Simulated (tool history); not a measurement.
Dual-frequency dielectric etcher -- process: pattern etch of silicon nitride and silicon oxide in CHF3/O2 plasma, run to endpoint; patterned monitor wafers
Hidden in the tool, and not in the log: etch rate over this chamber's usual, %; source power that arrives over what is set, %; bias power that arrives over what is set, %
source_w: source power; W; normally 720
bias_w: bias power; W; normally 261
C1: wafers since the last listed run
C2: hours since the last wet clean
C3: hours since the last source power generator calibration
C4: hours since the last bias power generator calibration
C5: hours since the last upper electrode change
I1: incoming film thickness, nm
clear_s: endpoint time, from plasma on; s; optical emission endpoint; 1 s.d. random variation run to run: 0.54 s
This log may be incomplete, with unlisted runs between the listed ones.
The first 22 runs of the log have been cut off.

{"run": 23, "hour": 558.8, "source_w": 640, "bias_w": 200, "C1": 154, "C2": 316.8, "C3": 71.2, "C4": 352.4, "C5": 99.7, "I1": 151.1, "clear_s": 92.1}
{"run": 24, "hour": 584.7, "source_w": 720, "bias_w": 230, "C1": 157, "C2": 342.7, "C3": 97.1, "C4": 378.3, "C5": 125.6, "I1": 151.8, "clear_s": 86.5}
{"run": 25, "hour": 600.6, "source_w": 860, "bias_w": 211, "C1": 96, "C2": 358.6, "C3": 113.0, "C4": 394.2, "C5": 141.5, "I1": 151.6, "clear_s": 83.5}
{"run": 26, "hour": 617.9, "source_w": 720, "bias_w": 261, "C1": 104, "C2": 375.9, "C3": 130.3, "C4": 411.5, "C5": 158.8, "I1": 150.9, "clear_s": 84.8}
{"run": 27, "hour": 634.1, "source_w": 720, "bias_w": 261, "C1": 98, "C2": 392.1, "C3": 146.5, "C4": 427.7, "C5": 175.0, "I1": 151.2, "clear_s": 85.2}
{"run": 28, "hour": 657.1, "source_w": 670, "bias_w": 326, "C1": 139, "C2": 415.1, "C3": 169.5, "C4": 450.7, "C5": 198.0, "I1": 153.5, "clear_s": 85.1}
{"run": 29, "hour": 670.9, "source_w": 720, "bias_w": 261, "C1": 83, "C2": 428.9, "C3": 183.3, "C4": 464.5, "C5": 211.8, "I1": 152.4, "clear_s": 85.6}
{"run": 30, "hour": 698.7, "source_w": 880, "bias_w": 318, "C1": 168, "C2": 456.7, "C3": 211.1, "C4": 492.3, "C5": 239.6, "I1": 150.9, "clear_s": 77.0}

Expected results for the next run?
{"run": 31, "hour": 720.9, "source_w": 610, "bias_w": 220, "C1": 134, "C2": 478.9, "C3": 233.3, "C4": 514.5, "C5": 261.8, "I1": 152.3, "clear_s": "?"}

{"run 31": {"clear_s": 92.7}}
The same run, on a tool lacking any hidden state, would have yielded clear_s 90.2 s.

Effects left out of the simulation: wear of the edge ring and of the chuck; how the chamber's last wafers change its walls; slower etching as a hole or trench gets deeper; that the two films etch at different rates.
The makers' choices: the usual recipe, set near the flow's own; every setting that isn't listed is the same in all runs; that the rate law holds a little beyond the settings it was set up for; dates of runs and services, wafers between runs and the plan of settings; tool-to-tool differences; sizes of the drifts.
